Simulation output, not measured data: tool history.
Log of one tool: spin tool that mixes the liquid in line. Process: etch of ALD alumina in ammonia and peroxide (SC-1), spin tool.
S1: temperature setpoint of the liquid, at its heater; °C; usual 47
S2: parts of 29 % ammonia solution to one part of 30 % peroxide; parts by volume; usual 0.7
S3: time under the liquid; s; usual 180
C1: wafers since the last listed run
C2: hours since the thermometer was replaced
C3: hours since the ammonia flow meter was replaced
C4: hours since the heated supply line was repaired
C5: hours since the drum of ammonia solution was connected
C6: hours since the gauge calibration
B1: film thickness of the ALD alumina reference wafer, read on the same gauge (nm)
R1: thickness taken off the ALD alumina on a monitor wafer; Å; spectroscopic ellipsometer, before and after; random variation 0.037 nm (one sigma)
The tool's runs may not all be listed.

run,hour,S1,S2,S3,C1,C2,C3,C4,C5,C6,B1,R1
1,0,44,0.7,180,0,1718.8,1096.8,899.7,408,341.3,59.98,47.8
# hour 18.1: heated supply line repaired
2,18.6,44,0.7,180,143,1737.4,1115.4,0.5,426.6,359.9,60,48
3,34,47,0.7,180,125,1752.8,1130.8,15.9,442,375.3,60.01,56.8
4,48.4,47,0.7,180,117,1767.2,1145.2,30.3,456.4,389.7,59.99,57.1
5,61.8,47,0.7,180,109,1780.6,1158.6,43.7,469.8,403.1,59.99,56.9
6,77.3,39,0.8,220,126,1796.1,1174.1,59.2,485.3,418.6,60,44.6
7,90.6,47,0.6,270,108,1809.4,1187.4,72.5,498.6,431.9,60.01,84.2
8,101.2,38,0.7,140,86,1820,1198,83.1,509.2,442.5,60.02,26.6
9,118.8,44.5,0.8,150,143,1837.6,1215.6,100.7,526.8,460.1,59.99,42.1
# hour 123.4: ammonia flow meter replaced
10,125.9,43,0.5,180,49,1844.7,2.5,107.8,533.9,467.2,59.99,44.4
11,138.7,47,0.7,180,104,1857.5,15.3,120.6,546.7,480,60.02,57.5
12,149.1,47,0.7,180,85,1867.9,25.7,131,557.1,490.4,60,57.5
13,166.7,38.5,0.8,260,143,1885.5,43.3,148.6,574.7,508,60,51
14,173.8,47,0.9,180,58,1892.6,50.4,155.7,581.8,515.1,59.99,58.3
15,179.8,47,0.95,180,49,1898.6,56.4,161.7,587.8,521.1,59.98,58.5
16,191.5,47,1,180,95,1910.3,68.1,173.4,599.5,532.8,60,58.8
# hour 200.6: new drum of ammonia solution connected
17,203,47,0.7,270,85,1921.8,79.6,184.9,2.4,544.3,59.99,85.6
# hour 207.3: gauge calibrated
18,214.9,47,0.7,180,97,1933.7,91.5,196.8,14.3,7.6,60.02,57
# hour 217.4: thermometer replaced
19,221,42,0.8,130,41,3.6,97.6,202.9,20.4,13.7,59.99,31.3
20,237.4,47,0.7,180,134,20,114,219.3,36.8,30.1,60,57.2
21,248.2,47,0.7,180,88,30.8,124.8,230.1,47.6,40.9,60.01,57
22,261.1,38.5,0.6,135,105,43.7,137.7,243,60.5,53.8,59.99,26.1
23,276.6,43,0.9,180,126,59.2,153.2,258.5,76,69.3,59.99,47.3
24,291.3,47,0.7,180,120,73.9,167.9,273.2,90.7,84,60.02,57.3
25,308.8,40,0.6,265,143,91.4,185.4,290.7,108.2,101.5,59.97,55.5
26,340.2,52.5,0.6,285,256,122.8,216.8,322.1,139.6,132.9,60,119.7

Hidden condition of the tool, last listed run before each entry between runs versus first listed run after:
Between runs 1 and 2: heated supply line repaired (hour 18.1)
  no difference in the tool's unlogged condition between these two runs
Between runs 9 and 10: ammonia flow meter replaced (hour 123.4)
  no difference in the tool's unlogged condition between these two runs
Between runs 16 and 17: new drum of ammonia solution connected (hour 200.6)
  no difference in the tool's unlogged condition between these two runs
Between runs 17 and 18: gauge calibrated (hour 207.3)
  no difference in the tool's unlogged condition between these two runs
Between runs 18 and 19: thermometer replaced (hour 217.4)
  no difference in the tool's unlogged condition between these two runs

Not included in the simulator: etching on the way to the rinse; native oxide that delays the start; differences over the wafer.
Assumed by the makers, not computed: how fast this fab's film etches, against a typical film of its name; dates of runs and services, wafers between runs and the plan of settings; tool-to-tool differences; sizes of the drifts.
